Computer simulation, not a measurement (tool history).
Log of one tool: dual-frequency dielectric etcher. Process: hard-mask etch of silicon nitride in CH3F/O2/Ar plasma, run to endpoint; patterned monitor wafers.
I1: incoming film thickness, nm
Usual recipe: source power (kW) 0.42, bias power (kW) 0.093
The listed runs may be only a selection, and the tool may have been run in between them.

{"run": 1, "hour": 0.0, "source power (kW)": 0.42, "bias power (kW)": 0.093, "I1": 43.45, "endpoint time (s)": 61.8}
{"run": 2, "hour": 11.1, "source power (kW)": 0.42, "bias power (kW)": 0.078, "I1": 43.58, "endpoint time (s)": 66.3}
{"run": 3, "hour": 26.4, "source power (kW)": 0.42, "bias power (kW)": 0.078, "I1": 44.42, "endpoint time (s)": 67.5}
{"run": 4, "hour": 39.4, "source power (kW)": 0.42, "bias power (kW)": 0.078, "I1": 42.82, "endpoint time (s)": 64.9}
{"run": 5, "hour": 51.4, "source power (kW)": 0.42, "bias power (kW)": 0.086, "I1": 43.66, "endpoint time (s)": 64.5}
{"hour": 109.7, "done": "wet clean of the chamber"}
{"run": 6, "hour": 110.2, "source power (kW)": 0.42, "bias power (kW)": 0.086, "I1": 43.42, "endpoint time (s)": 60.8}
{"run": 7, "hour": 119.8, "source power (kW)": 0.42, "bias power (kW)": 0.086, "I1": 43.41, "endpoint time (s)": 60.6}
{"run": 8, "hour": 128.9, "source power (kW)": 0.42, "bias power (kW)": 0.093, "I1": 43.63, "endpoint time (s)": 59.6}
{"hour": 145.2, "done": "bias power generator calibrated"}
{"run": 9, "hour": 145.7, "source power (kW)": 0.42, "bias power (kW)": 0.093, "I1": 43.44, "endpoint time (s)": 59.5}
{"run": 10, "hour": 151.7, "source power (kW)": 0.42, "bias power (kW)": 0.075, "I1": 43.56, "endpoint time (s)": 63.7}
{"run": 11, "hour": 160.7, "source power (kW)": 0.48, "bias power (kW)": 0.107, "I1": 43.89, "endpoint time (s)": 53.9}
{"hour": 168.2, "done": "source power generator calibrated"}
{"run": 12, "hour": 169.7, "source power (kW)": 0.42, "bias power (kW)": 0.093, "I1": 43.55, "endpoint time (s)": 59.9}
{"hour": 201.1, "done": "upper electrode replaced"}
{"run": 13, "hour": 201.6, "source power (kW)": 0.45, "bias power (kW)": 0.093, "I1": 43.12, "endpoint time (s)": 57.8}
{"run": 14, "hour": 202.0, "source power (kW)": 0.48, "bias power (kW)": 0.086, "I1": 43.34, "endpoint time (s)": 57.8}
{"run": 15, "hour": 202.3, "source power (kW)": 0.48, "bias power (kW)": 0.105, "I1": 43.44, "endpoint time (s)": 54}
{"run": 16, "hour": 210.3, "source power (kW)": 0.42, "bias power (kW)": 0.085, "I1": 43.29, "endpoint time (s)": 61.4}
{"run": 17, "hour": 217.8, "source power (kW)": 0.37, "bias power (kW)": 0.087, "I1": 43.19, "endpoint time (s)": 63.9}
{"run": 18, "hour": 230.9, "source power (kW)": 0.52, "bias power (kW)": 0.093, "I1": 43.72, "endpoint time (s)": 55.3}
{"run": 19, "hour": 245.8, "source power (kW)": 0.36, "bias power (kW)": 0.093, "I1": 43.64, "endpoint time (s)": 64.2}
{"run": 20, "hour": 253.9, "source power (kW)": 0.42, "bias power (kW)": 0.093, "I1": 43.29, "endpoint time (s)": 59.5}
{"run": 21, "hour": 268.3, "source power (kW)": 0.42, "bias power (kW)": 0.074, "I1": 43.65, "endpoint time (s)": 65.4}

Pick out some run-to-run changes in endpoint time (s). Of each, how much would a tool without hidden state show as well, from the settings, what came in and chance, and how much is left for the hidden state and any gauge scatter not in both results compared?
Hidden conditions of the tool in this case: etch rate over this chamber's usual, %; source power that arrives over what is set, %; bias power that arrives over what is set, %.
Run 5 -> 6: wet clean of the chamber. endpoint time (s) -3.7: hidden state -3.3, all else -0.4.
Run 10 -> 11: source power (kW) 0.42 -> 0.48, bias power (kW) 0.075 -> 0.107. endpoint time (s) -9.8: hidden state +0.1, all else -9.9.
Run 18 -> 19: source power (kW) 0.52 -> 0.36. endpoint time (s) +8.9: hidden state +0.2, all else +8.7.
Run 20 -> 21: bias power (kW) 0.093 -> 0.074. endpoint time (s) +5.9: hidden state +0.3, all else +5.6.
